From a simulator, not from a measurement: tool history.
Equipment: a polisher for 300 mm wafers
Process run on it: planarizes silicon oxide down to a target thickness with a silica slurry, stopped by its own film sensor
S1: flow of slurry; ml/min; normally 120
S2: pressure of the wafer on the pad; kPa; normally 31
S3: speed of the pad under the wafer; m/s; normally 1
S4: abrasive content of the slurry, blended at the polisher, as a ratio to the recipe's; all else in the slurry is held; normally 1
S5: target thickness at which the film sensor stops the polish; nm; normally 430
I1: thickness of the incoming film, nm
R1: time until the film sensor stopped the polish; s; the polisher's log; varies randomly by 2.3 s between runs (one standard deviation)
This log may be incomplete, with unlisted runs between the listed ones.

Run 1, hour 0: usual settings but S1 140 ml/min, S4 1.1; I1 849.8. Result: R1 150.4 s.
Run 2, hour 102.4: usual settings; I1 863.1. Result: R1 177.7 s.
Run 3, hour 148.1: usual settings; I1 836.9. Result: R1 169.8 s.
At hour 163.4: worn pad replaced by a new one.
Run 4, hour 216.2: usual settings; I1 837.4. Result: R1 151.7 s.
Run 5, hour 318.4: usual settings; I1 862.4. Result: R1 168.1 s.
At hour 393: slurry blender recalibrated.
Run 6, hour 418.2: usual settings; I1 859.6. Result: R1 171.8 s.
At hour 493.3: conditioning disc replaced and pad reconditioned.
Run 7, hour 515.7: usual settings; I1 837.1. Result: R1 175.9 s.
Run 8, hour 553: usual settings; I1 837.6. Result: R1 178.5 s.
At hour 568.9: slurry nozzle cleaned.
Run 9, hour 593.8: usual settings; I1 853.4. Result: R1 168.2 s.
At hour 615.5: worn pad replaced by a new one.
At hour 655.8: head pressure recalibrated.
Run 10, hour 690.3: usual settings but S4 0.9; I1 849.3. Result: R1 163.8 s.
Run 11, hour 729.6: usual settings; I1 839.1. Result: R1 154.3 s.
Run 12, hour 775.6: usual settings but S1 140 ml/min, S2 38.6 kPa, S3 1.12 m/s, S5 333 nm; I1 862.3. Result: R1 143.7 s.
At hour 788.9: slurry blender recalibrated.
Run 13, hour 879.8: usual settings but S2 41.4 kPa, S4 0.75; I1 840.7. Result: R1 163 s.
Run 14, hour 929.2: usual settings; I1 831.1. Result: R1 167.7 s.
At hour 994.5: conditioning disc replaced and pad reconditioned.
Run 15, hour 1023.8: usual settings but S1 90 ml/min; I1 855.3. Result: R1 196.5 s.
At hour 1043.3: worn pad replaced by a new one.
Run 16, hour 1080.9: usual settings but S4 0.7, S5 293 nm; I1 857.2. Result: R1 302.6 s.
Run 17, hour 1157.9: usual settings but S2 35.9 kPa; I1 854.6. Result: R1 145.2 s.
At hour 1241.5: slurry nozzle cleaned.
Run 18, hour 1245.3: usual settings but S3 0.74 m/s, S4 1.25; I1 856. Result: R1 173.6 s.
At hour 1275.6: slurry blender recalibrated.
Run 19, hour 1291.5: usual settings but S3 0.8 m/s, S5 509 nm; I1 837.5. Result: R1 147.8 s.
Run 20, hour 1354.1: usual settings; I1 851.8. Result: R1 162.7 s.
Run 21, hour 1393.9: usual settings but S4 0.9; I1 846.8. Result: R1 187.1 s.
Run 22, hour 1436: usual settings but S1 155 ml/min, S3 0.88 m/s; I1 852.8. Result: R1 183.2 s.
Run 23, hour 1483.9: usual settings; I1 849.3. Result: R1 183.4 s.

For run 24, what comes out?
At hour 1516.2: worn pad replaced by a new one.
At hour 1524.6: conditioning disc replaced and pad reconditioned.
Run 24, hour 1579.2: usual settings; I1 856.3. Result: R1 ?.

Run 24 came out at R1 157.8 s.
Had the tool carried no hidden state, the very same run would have given R1 141.3 s.
